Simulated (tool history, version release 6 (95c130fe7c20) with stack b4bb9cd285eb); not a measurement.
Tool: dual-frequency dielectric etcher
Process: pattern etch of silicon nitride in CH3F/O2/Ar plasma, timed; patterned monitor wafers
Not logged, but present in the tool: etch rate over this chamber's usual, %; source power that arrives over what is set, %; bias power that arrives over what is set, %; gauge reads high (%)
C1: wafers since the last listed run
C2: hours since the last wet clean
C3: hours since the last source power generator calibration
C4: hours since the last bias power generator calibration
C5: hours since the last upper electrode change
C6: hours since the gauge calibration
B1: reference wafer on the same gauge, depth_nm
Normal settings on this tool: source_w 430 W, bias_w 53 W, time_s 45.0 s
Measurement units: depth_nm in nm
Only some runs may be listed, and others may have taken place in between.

Run 1, day 0.000: usual settings; C1 0; C2 203.1; C3 2616.2; C4 4239.7; C5 4080.8; C6 1288.3; B1 33.20. Result: depth_nm 29.45 nm.
Run 2, day 1.742: usual settings; C1 520; C2 244.9; C3 2658.0; C4 4281.5; C5 4122.6; C6 1330.1; B1 33.21. Result: depth_nm 29.19 nm.
Run 3, day 2.821: usual settings; C1 322; C2 270.8; C3 2683.9; C4 4307.4; C5 4148.5; C6 1356.0; B1 33.20. Result: depth_nm 29.29 nm.
Run 4, day 5.412: usual settings; C1 773; C2 333.0; C3 2746.1; C4 4369.6; C5 4210.7; C6 1418.2; B1 33.19. Result: depth_nm 29.34 nm.
At day 7.667: bias power generator calibrated.
Run 5, day 7.688: usual settings; C1 629; C2 387.6; C3 2800.7; C4 0.5; C5 4265.3; C6 1472.8; B1 33.20. Result: depth_nm 29.39 nm.
Run 6, day 9.629: usual settings but source_w 370 W, bias_w 58 W; C1 579; C2 434.2; C3 2847.3; C4 47.1; C5 4311.9; C6 1519.4; B1 33.17. Result: depth_nm 28.15 nm.
Run 7, day 12.596: usual settings; C1 885; C2 505.4; C3 2918.5; C4 118.3; C5 4383.1; C6 1590.6; B1 33.18. Result: depth_nm 29.00 nm.
At day 14.396: wet clean of the chamber.
Run 8, day 14.567: usual settings but time_s 56.0 s; C1 289; C2 4.1; C3 2965.8; C4 165.6; C5 4430.4; C6 1637.9; B1 33.18. Result: depth_nm 36.92 nm.
Run 9, day 16.042: usual settings but source_w 350 W, bias_w 43 W, time_s 37.5 s; C1 440; C2 39.5; C3 3001.2; C4 201.0; C5 4465.8; C6 1673.3; B1 33.19. Result: depth_nm 21.28 nm.
Run 10, day 18.338: usual settings but source_w 320 W, bias_w 60 W; C1 685; C2 94.6; C3 3056.3; C4 256.1; C5 4520.9; C6 1728.4; B1 33.20. Result: depth_nm 26.96 nm.
At day 18.908: gauge calibrated.
Run 11, day 20.338: usual settings but source_w 390 W, time_s 55.5 s; C1 597; C2 142.6; C3 3104.3; C4 304.1; C5 4568.9; C6 34.3; B1 33.21. Result: depth_nm 34.81 nm.
Run 12, day 23.167: usual settings; C1 844; C2 210.5; C3 3172.2; C4 372.0; C5 4636.8; C6 102.2; B1 33.19. Result: depth_nm 29.54 nm.
Run 13, day 25.800: usual settings; C1 786; C2 273.7; C3 3235.4; C4 435.2; C5 4700.0; C6 165.4; B1 33.19. Result: depth_nm 29.29 nm.
Run 14, day 28.708: usual settings but source_w 460 W, bias_w 65 W; C1 868; C2 343.5; C3 3305.2; C4 505.0; C5 4769.8; C6 235.2; B1 33.19. Result: depth_nm 32.65 nm.
Run 15, day 30.229: usual settings but source_w 350 W, bias_w 49 W, time_s 48.5 s; C1 454; C2 380.0; C3 3341.7; C4 541.5; C5 4806.3; C6 271.7; B1 33.23. Result: depth_nm 27.91 nm.
Run 16, day 32.042: usual settings but source_w 330 W; C1 541; C2 423.5; C3 3385.2; C4 585.0; C5 4849.8; C6 315.2; B1 33.21. Result: depth_nm 25.95 nm.
At day 34.788: upper electrode replaced.
Run 17, day 34.933: usual settings but source_w 460 W, bias_w 58 W; C1 564; C2 492.9; C3 3454.6; C4 654.4; C5 3.5; C6 384.6; B1 33.20. Result: depth_nm 30.90 nm.
Run 18, day 37.342: usual settings but source_w 460 W, bias_w 44 W, time_s 32.0 s; C1 719; C2 550.7; C3 3512.4; C4 712.2; C5 61.3; C6 442.4; B1 33.20. Result: depth_nm 20.04 nm.
At day 37.692: source power generator calibrated.
At day 39.333: wet clean of the chamber.
Run 19, day 39.879: usual settings but source_w 470 W, bias_w 48 W; C1 409; C2 13.1; C3 52.5; C4 773.1; C5 122.2; C6 503.3; B1 33.23. Result: depth_nm 29.86 nm.
Run 20, day 42.083: usual settings; C1 658; C2 66.0; C3 105.4; C4 826.0; C5 175.1; C6 556.2; B1 33.16. Result: depth_nm 29.83 nm.
Run 21, day 44.242: usual settings but source_w 370 W, bias_w 42 W, time_s 58.0 s; C1 644; C2 117.8; C3 157.2; C4 877.8; C5 226.9; C6 608.0; B1 33.21. Result: depth_nm 33.12 nm.
Run 22, day 46.358: usual settings but source_w 520 W, bias_w 66 W, time_s 36.0 s; C1 632; C2 168.6; C3 208.0; C4 928.6; C5 277.7; C6 658.8; B1 33.20. Result: depth_nm 27.90 nm.
Run 23, day 48.146: usual settings but bias_w 59 W, time_s 50.0 s; C1 533; C2 211.5; C3 250.9; C4 971.5; C5 320.6; C6 701.7; B1 33.21. Result: depth_nm 34.05 nm.
Run 24, day 50.204: usual settings but bias_w 44 W, time_s 55.0 s; C1 614; C2 260.9; C3 300.3; C4 1020.9; C5 370.0; C6 751.1; B1 33.19. Result: depth_nm 33.96 nm.
Run 25, day 51.704: usual settings; C1 447; C2 296.9; C3 336.3; C4 1056.9; C5 406.0; C6 787.1; B1 33.20. Result: depth_nm 29.71 nm.
Run 26, day 54.025: usual settings; C1 692; C2 352.6; C3 392.0; C4 1112.6; C5 461.7; C6 842.8; B1 33.25. Result: depth_nm 29.19 nm.
Run 27, day 56.862: usual settings but time_s 50.0 s; C1 847; C2 420.7; C3 460.1; C4 1180.7; C5 529.8; C6 910.9; B1 33.18. Result: depth_nm 32.27 nm.
Run 28, day 59.629: usual settings but source_w 490 W, bias_w 58 W; C1 826; C2 487.1; C3 526.5; C4 1247.1; C5 596.2; C6 977.3; B1 33.20. Result: depth_nm 31.60 nm.
Run 29, day 61.083: usual settings but source_w 480 W, bias_w 41 W, time_s 38.5 s; C1 434; C2 522.0; C3 561.4; C4 1282.0; C5 631.1; C6 1012.2; B1 33.21. Result: depth_nm 24.22 nm.

5 options for the next run, each taken on its own from the tool as it stands now. Forecast them:
Run A, day 61.100: usual settings but time_s 36.0 s; C1 4; C2 522.4; C3 561.8; C4 1282.4; C5 631.5; C6 1012.6; B1 ?. Result: depth_nm ?.
Run B, day 61.100: usual settings but source_w 340 W; C1 4; C2 522.4; C3 561.8; C4 1282.4; C5 631.5; C6 1012.6; B1 ?. Result: depth_nm ?.
Run C, day 61.100: usual settings but bias_w 57 W, time_s 57.5 s; C1 4; C2 522.4; C3 561.8; C4 1282.4; C5 631.5; C6 1012.6; B1 ?. Result: depth_nm ?.
Run D, day 61.100: usual settings but source_w 540 W, time_s 36.0 s; C1 4; C2 522.4; C3 561.8; C4 1282.4; C5 631.5; C6 1012.6; B1 ?. Result: depth_nm ?.
Run E, day 61.100: usual settings but bias_w 42 W, time_s 53.5 s; C1 4; C2 522.4; C3 561.8; C4 1282.4; C5 631.5; C6 1012.6; B1 ?. Result: depth_nm ?.

run     B1  depth_nm
  A  33.20     23.29
  B  33.20     26.20
  C  33.20     38.09
  D  33.20     25.73
  E  33.20     32.19
With no hidden state in the tool, these same runs would have given:
run  depth_nm
  A     23.91
  B     26.90
  C     39.10
  D     26.42
  E     33.05
